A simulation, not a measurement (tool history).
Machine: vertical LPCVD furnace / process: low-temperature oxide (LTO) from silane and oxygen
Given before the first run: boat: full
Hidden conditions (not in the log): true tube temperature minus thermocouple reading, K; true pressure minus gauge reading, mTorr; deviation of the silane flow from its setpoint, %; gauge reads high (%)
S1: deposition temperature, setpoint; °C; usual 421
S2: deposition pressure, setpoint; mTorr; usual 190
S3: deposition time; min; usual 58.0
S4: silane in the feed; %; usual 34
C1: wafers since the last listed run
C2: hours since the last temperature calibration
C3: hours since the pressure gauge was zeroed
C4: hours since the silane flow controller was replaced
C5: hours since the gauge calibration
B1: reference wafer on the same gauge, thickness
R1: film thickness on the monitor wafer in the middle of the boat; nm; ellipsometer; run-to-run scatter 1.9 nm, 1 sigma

run,hour,S1,S2,S3,S4,C1,C2,C3,C4,C5,B1,R1
1,0.0,421,190,58.0,29,0,3327.6,6.6,5546.3,324.3,391.80,381.57
2,44.8,417,190,58.0,34,690,3372.4,51.4,5591.1,369.1,390.77,450.88
3,83.9,417,190,58.0,34,602,3411.5,90.5,5630.2,408.2,391.13,454.18
# hour 131.1: thermocouples replaced and temperature profile calibrated
4,153.5,421,190,58.0,34,702,22.4,160.1,5699.8,477.8,390.41,470.57
5,255.9,413,190,58.0,34,1577,124.8,262.5,5802.2,580.2,390.98,437.55
6,273.5,413,190,58.0,34,271,142.4,280.1,5819.8,597.8,390.13,435.19
7,286.7,413,190,58.0,34,203,155.6,293.3,5833.0,611.0,390.82,433.05
8,304.1,421,190,58.0,34,268,173.0,310.7,5850.4,628.4,391.28,474.44
9,316.1,421,160,68.0,31,184,185.0,322.7,5862.4,640.4,391.47,414.82
10,340.5,421,225,58.0,34,375,209.4,347.1,5886.8,664.8,391.13,560.38
11,375.7,421,190,58.0,34,542,244.6,382.3,5922.0,700.0,391.42,472.58
12,402.2,421,190,41.5,34,408,271.1,408.8,5948.5,726.5,390.16,338.92
# hour 419.9: gauge calibrated
13,420.9,429,190,45.5,41,288,289.8,427.5,5967.2,1.0,391.00,501.58
14,438.8,421,190,58.0,39,275,307.7,445.4,5985.1,18.9,390.65,559.03
15,461.5,416,190,38.0,40,349,330.4,468.1,6007.8,41.6,390.35,358.19
16,484.3,421,145,71.0,40,351,353.2,490.9,6030.6,64.4,391.76,543.71
17,497.4,421,145,58.0,29,201,366.3,504.0,6043.7,77.5,391.17,289.90
18,521.1,414,175,49.0,38,365,390.0,527.7,6067.4,101.2,391.27,395.12
19,535.3,421,190,58.0,34,218,404.2,541.9,6081.6,115.4,390.34,479.07
20,551.0,421,190,58.0,34,241,419.9,557.6,6097.3,131.1,390.97,474.25
21,572.7,421,190,65.0,34,334,441.6,579.3,6119.0,152.8,391.19,531.76
# hour 611.6: silane flow controller replaced
22,612.1,421,190,74.0,34,237,481.0,618.7,0.5,192.2,391.07,603.59
23,632.7,433,205,66.5,31,317,501.6,639.3,21.1,212.8,391.10,588.25
24,710.4,424,225,80.5,34,1196,579.3,717.0,98.8,290.5,391.07,800.29
25,767.4,421,190,70.0,34,878,636.3,774.0,155.8,347.5,391.16,573.30
26,801.1,421,190,58.0,34,519,670.0,807.7,189.5,381.2,391.39,474.31
27,819.0,421,155,58.0,28,275,687.9,825.6,207.4,399.1,390.97,295.88
28,845.8,421,190,58.0,34,412,714.7,852.4,234.2,425.9,391.32,472.40
29,877.7,431,150,48.0,28,491,746.6,884.3,266.1,457.8,390.68,266.29
30,949.2,421,175,73.0,34,1101,818.1,955.8,337.6,529.3,391.70,549.13
31,977.0,421,190,58.0,34,428,845.9,983.6,365.4,557.1,391.77,475.67

Take each entry between the runs: how does the hidden state at the last listed run before it differ from the hidden state at the first listed run after it?
Logged between run 3 and run 4: thermocouples replaced and temperature profile calibrated (hour 131.1)
  no hidden state differs between the two runs
Logged between run 12 and run 13: gauge calibrated (hour 419.9)
  no hidden state differs between the two runs
Logged between run 21 and run 22: silane flow controller replaced (hour 611.6)
  no hidden state differs between the two runs

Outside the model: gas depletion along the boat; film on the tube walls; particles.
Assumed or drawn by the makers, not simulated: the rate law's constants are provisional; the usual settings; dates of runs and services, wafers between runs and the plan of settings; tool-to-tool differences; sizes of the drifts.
